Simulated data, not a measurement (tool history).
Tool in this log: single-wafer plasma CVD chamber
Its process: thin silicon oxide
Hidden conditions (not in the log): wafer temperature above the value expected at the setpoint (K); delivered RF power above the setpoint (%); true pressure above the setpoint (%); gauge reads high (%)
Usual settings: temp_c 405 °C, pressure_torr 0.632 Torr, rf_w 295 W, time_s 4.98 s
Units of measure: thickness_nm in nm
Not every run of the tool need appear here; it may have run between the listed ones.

run,hour,temp_c,pressure_torr,rf_w,time_s,wafers since the last listed run,hours since the last thermocouple change,hours since the last RF generator calibration,hours since the last manometer calibration,hours since the showerhead was replaced,hours since the gauge calibration,"read-back reference wafer on the same gauge, thickness_nm",thickness_nm
1,0.0,405,0.632,295,4.98,0,2462.2,1608.8,1215.1,7755.5,971.3,8.279,6.883
2,59.7,405,0.632,295,4.98,1930,2521.9,1668.5,1274.8,7815.2,1031.0,8.284,6.856
3,88.6,405,0.632,295,4.98,934,2550.8,1697.4,1303.7,7844.1,1059.9,8.281,6.826
4,139.6,405,0.632,295,4.98,1649,2601.8,1748.4,1354.7,7895.1,1110.9,8.284,6.811
5,193.5,405,0.632,295,4.98,1743,2655.7,1802.3,1408.6,7949.0,1164.8,8.279,6.815
6,256.7,405,0.632,295,4.98,2044,2718.9,1865.5,1471.8,8012.2,1228.0,8.283,6.737
7,318.2,405,0.632,265,5.39,1989,2780.4,1927.0,1533.3,8073.7,1289.5,8.288,6.737
8,365.8,405,0.632,265,5.39,1539,2828.0,1974.6,1580.9,8121.3,1337.1,8.276,6.719
9,432.1,405,0.632,295,4.98,2144,2894.3,2040.9,1647.2,8187.6,1403.4,8.282,6.678
# hour 521.0: RF generator calibrated
# hour 525.6: gauge calibrated
# hour 545.3: showerhead replaced
10,620.1,415,0.632,295,5.72,5563,3082.3,99.1,1835.2,74.8,94.5,8.278,7.914
11,677.4,415,0.632,295,5.72,1853,3139.6,156.4,1892.5,132.1,151.8,8.283,7.927
# hour 693.5: capacitance manometer re-zeroed and calibrated
# hour 699.5: thermocouple changed; heater temperature recalibrated
12,732.3,401,0.632,295,4.98,1321,32.8,211.3,38.8,187.0,206.7,8.288,7.213
13,792.9,405,0.632,295,4.98,1959,93.4,271.9,99.4,247.6,267.3,8.283,7.207
14,827.1,393,0.765,315,4.98,1106,127.6,306.1,133.6,281.8,301.5,8.280,8.965
15,880.5,397,0.755,320,5.30,1727,181.0,359.5,187.0,335.2,354.9,8.281,9.557
16,920.8,405,0.632,295,4.98,1303,221.3,399.8,227.3,375.5,395.2,8.285,7.111
17,978.2,405,0.632,325,4.98,1856,278.7,457.2,284.7,432.9,452.6,8.276,7.534
18,1015.9,393,0.781,240,5.63,1219,316.4,494.9,322.4,470.6,490.3,8.282,8.615
19,1060.8,405,0.632,265,5.39,1452,361.3,539.8,367.3,515.5,535.2,8.276,7.174
20,1112.8,405,0.632,255,5.45,1681,413.3,591.8,419.3,567.5,587.2,8.286,7.028
21,1175.9,405,0.502,345,4.98,2040,476.4,654.9,482.4,630.6,650.3,8.288,6.199
22,1207.0,405,0.632,250,4.25,1005,507.5,686.0,513.5,661.7,681.4,8.279,5.402
23,1240.7,405,0.632,295,4.10,1089,541.2,719.7,547.2,695.4,715.1,8.283,5.796
24,1281.9,397,0.632,295,4.98,1332,582.4,760.9,588.4,736.6,756.3,8.278,7.059

State the hidden condition of the tool at each of the runs:
wafer temperature above the value expected at the setpoint (K): 0 across all the runs
gauge reads high (%): 0 across all the runs
H1: delivered RF power above the setpoint (%)
H2: true pressure above the setpoint (%)
run,H1,H2
1,-4.77,-2.57
2,-5.05,-2.71
3,-5.19,-2.77
4,-5.44,-2.89
5,-5.71,-3.02
6,-6.04,-3.17
7,-6.37,-3.31
8,-6.64,-3.42
9,-7.02,-3.57
10,-0.577,-4.01
11,-0.598,-4.15
12,-0.626,-0.719
13,-0.668,-0.86
14,-0.696,-0.94
15,-0.747,-1.06
16,-0.79,-1.16
17,-0.86,-1.29
18,-0.911,-1.38
19,-0.977,-1.49
20,-1.06,-1.61
21,-1.17,-1.75
22,-1.23,-1.83
23,-1.3,-1.91
24,-1.39,-2
